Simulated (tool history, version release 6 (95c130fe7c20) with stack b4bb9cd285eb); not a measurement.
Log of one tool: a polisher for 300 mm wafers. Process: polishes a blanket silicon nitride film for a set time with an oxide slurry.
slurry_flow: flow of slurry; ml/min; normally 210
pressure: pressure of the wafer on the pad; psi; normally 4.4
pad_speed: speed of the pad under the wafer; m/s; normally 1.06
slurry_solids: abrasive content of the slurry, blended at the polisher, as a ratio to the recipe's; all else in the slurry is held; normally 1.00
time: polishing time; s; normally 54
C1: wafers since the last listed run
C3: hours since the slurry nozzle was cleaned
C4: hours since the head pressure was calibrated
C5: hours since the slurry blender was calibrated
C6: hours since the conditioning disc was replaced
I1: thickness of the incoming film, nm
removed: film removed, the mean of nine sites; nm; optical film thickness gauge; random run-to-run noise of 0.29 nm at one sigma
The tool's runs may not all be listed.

{"run": 1, "hour": 0.0, "slurry_flow": 210, "pressure": 4.4, "pad_speed": 1.06, "slurry_solids": 1.0, "time": 54, "C1": 0, "wafers polished on this pad": 225, "C3": 19.5, "C4": 1157.7, "C5": 66.2, "C6": 125.6, "I1": 410.3, "removed": 37.3}
{"run": 2, "hour": 17.1, "slurry_flow": 210, "pressure": 4.4, "pad_speed": 1.06, "slurry_solids": 1.0, "time": 54, "C1": 107, "wafers polished on this pad": 332, "C3": 36.6, "C4": 1174.8, "C5": 83.3, "C6": 142.7, "I1": 409.5, "removed": 37.6}
{"run": 3, "hour": 30.3, "slurry_flow": 210, "pressure": 4.4, "pad_speed": 1.06, "slurry_solids": 1.0, "time": 54, "C1": 82, "wafers polished on this pad": 415, "C3": 49.8, "C4": 1188.0, "C5": 96.5, "C6": 155.9, "I1": 407.4, "removed": 37.3}
{"run": 4, "hour": 81.5, "slurry_flow": 185, "pressure": 3.7, "pad_speed": 1.06, "slurry_solids": 1.2, "time": 54, "C1": 320, "wafers polished on this pad": 735, "C3": 101.0, "C4": 1239.2, "C5": 147.7, "C6": 207.1, "I1": 407.5, "removed": 34.6}
{"run": 5, "hour": 90.6, "slurry_flow": 210, "pressure": 4.4, "pad_speed": 1.06, "slurry_solids": 1.0, "time": 54, "C1": 56, "wafers polished on this pad": 792, "C3": 110.1, "C4": 1248.3, "C5": 156.8, "C6": 216.2, "I1": 417.1, "removed": 37.4}
{"run": 6, "hour": 99.9, "slurry_flow": 190, "pressure": 4.4, "pad_speed": 1.06, "slurry_solids": 1.25, "time": 39, "C1": 58, "wafers polished on this pad": 850, "C3": 119.4, "C4": 1257.6, "C5": 166.1, "C6": 225.5, "I1": 412.4, "removed": 29.0}
{"hour": 110.0, "done": "worn pad replaced by a new one"}
{"run": 7, "hour": 114.3, "slurry_flow": 210, "pressure": 4.4, "pad_speed": 1.06, "slurry_solids": 1.0, "time": 54, "C1": 65, "wafers polished on this pad": 27, "C3": 133.8, "C4": 1272.0, "C5": 180.5, "C6": 239.9, "I1": 402.0, "removed": 37.3}
{"run": 8, "hour": 121.6, "slurry_flow": 180, "pressure": 4.4, "pad_speed": 0.7, "slurry_solids": 1.0, "time": 54, "C1": 45, "wafers polished on this pad": 72, "C3": 141.1, "C4": 1279.3, "C5": 187.8, "C6": 247.2, "I1": 408.9, "removed": 29.5}
{"run": 9, "hour": 134.7, "slurry_flow": 210, "pressure": 3.1, "pad_speed": 1.06, "slurry_solids": 1.1, "time": 54, "C1": 81, "wafers polished on this pad": 154, "C3": 154.2, "C4": 1292.4, "C5": 200.9, "C6": 260.3, "I1": 414.0, "removed": 29.9}
{"run": 10, "hour": 149.6, "slurry_flow": 190, "pressure": 3.7, "pad_speed": 1.06, "slurry_solids": 0.9, "time": 54, "C1": 93, "wafers polished on this pad": 247, "C3": 169.1, "C4": 1307.3, "C5": 215.8, "C6": 275.2, "I1": 410.5, "removed": 30.6}
{"run": 11, "hour": 160.3, "slurry_flow": 210, "pressure": 5.2, "pad_speed": 1.06, "slurry_solids": 1.0, "time": 54, "C1": 66, "wafers polished on this pad": 314, "C3": 179.8, "C4": 1318.0, "C5": 226.5, "C6": 285.9, "I1": 412.4, "removed": 41.5}
{"hour": 171.4, "done": "head pressure recalibrated"}
{"run": 12, "hour": 202.1, "slurry_flow": 245, "pressure": 3.8, "pad_speed": 1.06, "slurry_solids": 1.1, "time": 45, "C1": 249, "wafers polished on this pad": 563, "C3": 221.6, "C4": 30.7, "C5": 268.3, "C6": 327.7, "I1": 416.7, "removed": 29.0}
{"hour": 212.5, "done": "conditioning disc replaced and pad reconditioned"}
{"run": 13, "hour": 219.1, "slurry_flow": 210, "pressure": 4.4, "pad_speed": 1.06, "slurry_solids": 1.3, "time": 54, "C1": 93, "wafers polished on this pad": 657, "C3": 238.6, "C4": 47.7, "C5": 285.3, "C6": 6.6, "I1": 411.6, "removed": 42.7}
{"run": 14, "hour": 236.3, "slurry_flow": 210, "pressure": 4.4, "pad_speed": 1.06, "slurry_solids": 1.0, "time": 54, "C1": 107, "wafers polished on this pad": 765, "C3": 255.8, "C4": 64.9, "C5": 302.5, "C6": 23.8, "I1": 408.3, "removed": 38.5}
{"run": 15, "hour": 250.2, "slurry_flow": 210, "pressure": 3.9, "pad_speed": 0.9, "slurry_solids": 1.0, "time": 54, "C1": 86, "wafers polished on this pad": 852, "C3": 269.7, "C4": 78.8, "C5": 316.4, "C6": 37.7, "I1": 409.9, "removed": 31.8}
{"hour": 262.5, "done": "worn pad replaced by a new one"}
{"run": 16, "hour": 263.1, "slurry_flow": 255, "pressure": 4.4, "pad_speed": 1.06, "slurry_solids": 1.0, "time": 54, "C1": 55, "wafers polished on this pad": 3, "C3": 282.6, "C4": 91.7, "C5": 329.3, "C6": 50.6, "I1": 413.3, "removed": 39.3}
{"run": 17, "hour": 275.5, "slurry_flow": 210, "pressure": 5.9, "pad_speed": 1.06, "slurry_solids": 1.0, "time": 54, "C1": 77, "wafers polished on this pad": 81, "C3": 295.0, "C4": 104.1, "C5": 341.7, "C6": 63.0, "I1": 417.0, "removed": 48.9}
{"run": 18, "hour": 282.3, "slurry_flow": 210, "pressure": 4.4, "pad_speed": 1.06, "slurry_solids": 1.0, "time": 54, "C1": 42, "wafers polished on this pad": 124, "C3": 301.8, "C4": 110.9, "C5": 348.5, "C6": 69.8, "I1": 415.2, "removed": 38.3}
{"run": 19, "hour": 295.1, "slurry_flow": 265, "pressure": 2.9, "pad_speed": 0.9, "slurry_solids": 1.0, "time": 60, "C1": 80, "wafers polished on this pad": 204, "C3": 314.6, "C4": 123.7, "C5": 361.3, "C6": 82.6, "I1": 410.9, "removed": 29.7}
{"run": 20, "hour": 311.8, "slurry_flow": 210, "pressure": 5.6, "pad_speed": 1.34, "slurry_solids": 0.9, "time": 47, "C1": 104, "wafers polished on this pad": 308, "C3": 331.3, "C4": 140.4, "C5": 378.0, "C6": 99.3, "I1": 403.4, "removed": 43.8}
{"run": 21, "hour": 319.3, "slurry_flow": 260, "pressure": 5.5, "pad_speed": 1.06, "slurry_solids": 1.0, "time": 54, "C1": 46, "wafers polished on this pad": 355, "C3": 338.8, "C4": 147.9, "C5": 385.5, "C6": 106.8, "I1": 412.0, "removed": 46.4}
{"run": 22, "hour": 337.2, "slurry_flow": 210, "pressure": 4.4, "pad_speed": 1.06, "slurry_solids": 1.0, "time": 54, "C1": 112, "wafers polished on this pad": 467, "C3": 356.7, "C4": 165.8, "C5": 403.4, "C6": 124.7, "I1": 402.6, "removed": 38.8}
{"run": 23, "hour": 349.7, "slurry_flow": 210, "pressure": 4.4, "pad_speed": 1.06, "slurry_solids": 1.0, "time": 54, "C1": 78, "wafers polished on this pad": 545, "C3": 369.2, "C4": 178.3, "C5": 415.9, "C6": 137.2, "I1": 404.2, "removed": 38.0}
{"run": 24, "hour": 356.6, "slurry_flow": 210, "pressure": 5.7, "pad_speed": 1.42, "slurry_solids": 1.2, "time": 54, "C1": 43, "wafers polished on this pad": 588, "C3": 376.1, "C4": 185.2, "C5": 422.8, "C6": 144.1, "I1": 403.9, "removed": 59.4}
{"run": 25, "hour": 366.8, "slurry_flow": 160, "pressure": 5.7, "pad_speed": 0.82, "slurry_solids": 1.25, "time": 54, "C1": 63, "wafers polished on this pad": 652, "C3": 386.3, "C4": 195.4, "C5": 433.0, "C6": 154.3, "I1": 413.8, "removed": 43.5}
{"run": 26, "hour": 381.7, "slurry_flow": 210, "pressure": 5.2, "pad_speed": 0.74, "slurry_solids": 1.15, "time": 45, "C1": 93, "wafers polished on this pad": 746, "C3": 401.2, "C4": 210.3, "C5": 447.9, "C6": 169.2, "I1": 406.7, "removed": 31.6}

4 options for the next run, each taken on its own from the tool as it stands now. Forecast them:
{"run": "A", "hour": 382.1, "slurry_flow": 210, "pressure": 4.4, "pad_speed": 1.06, "slurry_solids": 0.9, "time": 54, "C1": 2, "wafers polished on this pad": 748, "C3": 401.6, "C4": 210.7, "C5": 448.3, "C6": 169.6, "I1": 411.5, "removed": "?"}
{"run": "B", "hour": 382.1, "slurry_flow": 265, "pressure": 4.4, "pad_speed": 1.24, "slurry_solids": 1.1, "time": 59, "C1": 2, "wafers polished on this pad": 748, "C3": 401.6, "C4": 210.7, "C5": 448.3, "C6": 169.6, "I1": 411.5, "removed": "?"}
{"run": "C", "hour": 382.1, "slurry_flow": 280, "pressure": 4.4, "pad_speed": 1.06, "slurry_solids": 0.7, "time": 43, "C1": 2, "wafers polished on this pad": 748, "C3": 401.6, "C4": 210.7, "C5": 448.3, "C6": 169.6, "I1": 411.5, "removed": "?"}
{"run": "D", "hour": 382.1, "slurry_flow": 210, "pressure": 4.4, "pad_speed": 0.78, "slurry_solids": 1.0, "time": 54, "C1": 2, "wafers polished on this pad": 748, "C3": 401.6, "C4": 210.7, "C5": 448.3, "C6": 169.6, "I1": 411.5, "removed": "?"}

run=A removed=36.1
run=B removed=48.3
run=C removed=26.1
run=D removed=32.6
What these runs would have given with no unlogged condition in the tool:
run=A removed=36.7
run=B removed=49.3
run=C removed=26.5
run=D removed=33.0
